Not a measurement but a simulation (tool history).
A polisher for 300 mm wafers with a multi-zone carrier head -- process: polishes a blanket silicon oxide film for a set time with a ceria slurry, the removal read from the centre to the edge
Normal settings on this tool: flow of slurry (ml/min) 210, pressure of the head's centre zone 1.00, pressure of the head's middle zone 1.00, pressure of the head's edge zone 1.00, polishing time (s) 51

run,hour,flow of slurry (ml/min),pressure of the head's centre zone,pressure of the head's middle zone,pressure of the head's edge zone,polishing time (s),wafers since the last listed run,wafers polished on this pad,hours since the slurry nozzle was cleaned,hours since the centre zone pressure was calibrated,hours since the edge zone pressure was calibrated,hours since the carrier head's membrane was replaced,"incoming thickness of the incoming film, nm",film removed at the wafer's centre (Å),film removed at mid-radius (Å),film removed at the wafer's edge (Å)
1,0.0,210,1.00,1.09,1.00,51,0,716,418.2,660.1,286.1,1293.8,758.3,2273,2580,2353
2,70.9,155,1.00,1.00,1.00,51,1009,1725,489.1,731.0,357.0,1364.7,773.0,2179,2306,2216
3,106.1,155,1.00,1.00,1.00,51,500,2226,524.3,766.2,392.2,1399.9,765.3,2167,2320,2304
# hour 157.2: slurry nozzle cleaned
# hour 160.9: worn pad replaced by a new one
4,162.8,155,1.00,1.00,1.00,51,739,26,5.6,822.9,448.9,1456.6,768.3,2157,2334,2256
5,205.9,210,1.00,1.00,1.00,51,613,640,48.7,866.0,492.0,1499.7,755.6,2220,2381,2293
6,245.8,210,1.00,1.00,1.00,51,567,1208,88.6,905.9,531.9,1539.6,762.0,2179,2399,2286
7,309.6,210,1.00,1.00,1.00,51,907,2116,152.4,969.7,595.7,1603.4,758.6,2263,2393,2350
# hour 350.6: worn pad replaced by a new one
8,394.6,210,1.00,1.00,1.00,51,1152,625,237.4,1054.7,680.7,1688.4,764.2,2237,2419,2291
9,438.9,210,1.00,0.96,1.00,51,630,1256,281.7,1099.0,725.0,1732.7,768.9,2257,2329,2337
# hour 505.6: carrier head's membrane replaced by a new one
10,506.1,210,1.00,0.96,1.00,51,885,2141,348.9,1166.2,792.2,0.5,760.9,2222,2320,2357
# hour 524.2: centre zone pressure recalibrated
# hour 541.1: worn pad replaced by a new one
11,541.6,210,1.04,1.00,1.00,51,419,7,384.4,17.4,827.7,36.0,754.7,2462,2404,2416
12,589.2,210,1.00,1.00,1.00,51,677,685,432.0,65.0,875.3,83.6,754.2,2415,2417,2338
13,630.3,210,1.11,1.00,1.00,51,584,1270,473.1,106.1,916.4,124.7,761.9,2615,2434,2360
# hour 669.1: slurry nozzle cleaned
14,696.0,285,1.00,0.91,1.00,51,920,2190,26.9,171.8,982.1,190.4,754.2,2395,2281,2399
# hour 737.0: edge zone pressure recalibrated
# hour 755.1: worn pad replaced by a new one
15,766.4,240,1.00,1.00,1.00,51,916,161,97.3,242.2,29.4,260.8,747.9,2369,2445,2343
16,811.2,210,1.00,1.00,1.00,67,637,798,142.1,287.0,74.2,305.6,765.2,2992,3122,3014
17,882.7,210,1.00,1.00,1.00,65,1017,1816,213.6,358.5,145.7,377.1,762.4,2982,3071,3069
18,954.6,210,1.06,1.00,1.00,51,1023,2839,285.5,430.4,217.6,449.0,766.5,2392,2413,2298
# hour 993.6: worn pad replaced by a new one
19,1001.1,210,1.04,1.00,1.00,51,604,106,332.0,476.9,264.1,495.5,768.2,2327,2388,2319
20,1047.0,210,0.91,0.92,1.00,60,653,759,377.9,522.8,310.0,541.4,761.7,2468,2640,2722
21,1072.4,190,1.00,1.00,1.00,51,361,1121,403.3,548.2,335.4,566.8,764.0,2231,2361,2251

Predict each of these 5 candidate next runs independently; none follows another, all start after run 21:
A,1072.8,210,1.00,1.00,1.00,51,5,1127,403.7,548.6,335.8,567.2,756.6,?,?,?
B,1072.8,210,1.00,1.00,1.06,51,5,1127,403.7,548.6,335.8,567.2,756.6,?,?,?
C,1072.8,135,1.00,1.00,1.00,51,5,1127,403.7,548.6,335.8,567.2,756.6,?,?,?
D,1072.8,210,1.00,1.11,1.08,64,5,1127,403.7,548.6,335.8,567.2,756.6,?,?,?
E,1072.8,170,1.00,0.92,0.94,51,5,1127,403.7,548.6,335.8,567.2,756.6,?,?,?

run,film removed at the wafer's centre (Å),film removed at mid-radius (Å),film removed at the wafer's edge (Å)
A,2258,2410,2325
B,2258,2410,2393
C,2125,2283,2234
D,2836,3305,3026
E,2196,2193,2219
Had the tool no hidden state, the same runs would have come out as:
run,film removed at the wafer's centre (Å),film removed at mid-radius (Å),film removed at the wafer's edge (Å)
A,2411,2410,2325
B,2411,2409,2393
C,2268,2282,2234
D,3027,3304,3026
E,2344,2192,2219
